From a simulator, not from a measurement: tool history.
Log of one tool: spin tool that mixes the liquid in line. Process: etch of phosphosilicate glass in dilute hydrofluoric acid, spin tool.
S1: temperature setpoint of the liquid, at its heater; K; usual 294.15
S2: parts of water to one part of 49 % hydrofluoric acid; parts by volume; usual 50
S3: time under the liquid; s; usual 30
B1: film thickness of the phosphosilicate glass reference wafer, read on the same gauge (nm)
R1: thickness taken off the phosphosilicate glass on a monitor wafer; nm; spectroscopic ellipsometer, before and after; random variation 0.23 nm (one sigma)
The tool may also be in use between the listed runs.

run,hour,S1,S2,S3,B1,R1
1,0.0,294.15,50,30,29.99,43.89
2,18.5,294.15,50,30,29.97,43.35
3,32.3,294.15,50,30,30.05,43.65
4,55.0,294.15,50,30,30.02,43.56
5,82.8,294.15,50,30,30.04,44.14
6,115.5,294.15,50,30,29.97,43.56
7,134.8,295.65,50,30,30.03,47.13
8,167.8,295.65,50,30,30.01,47.02
# hour 192.0: gauge calibrated
# hour 192.9: thermometer replaced
9,203.0,295.65,50,30,29.98,42.65
10,236.0,290.15,35,30,29.99,49.13
11,265.0,294.15,50,30,30.01,39.94
12,291.6,296.65,30,30,29.98,75.31
13,314.8,295.65,30,30,29.98,73.24
14,349.5,294.15,50,30,30.01,40.33
# hour 363.0: hydrofluoric acid flow meter replaced
15,374.8,294.15,50,30,29.98,40.03
16,394.7,290.65,55,30,30.00,31.52
17,423.0,290.15,60,50,29.99,46.62
18,455.3,290.65,50,30,29.98,35.25
# hour 506.4: gauge calibrated
19,517.0,294.15,50,30,30.02,40.52

Hidden state or all else? Some run-to-run changes of R1, split into what the settings, what came in and random variation would give without the hidden state, and what is left for the hidden state (with any gauge scatter that isn't in both results):
The hidden state here: liquid hotter than its thermometer reads (K); hydrofluoric acid flow below the setpoint (%); gauge reads high (%).
Run 8 -> 9: gauge calibrated, thermometer replaced. R1 -4.37 nm: hidden state -4.13, all else -0.24.
Run 11 -> 12: S1 294.15 -> 296.65, S2 50 -> 30. R1 +35.37 nm: hidden state +0.49, all else +34.88.
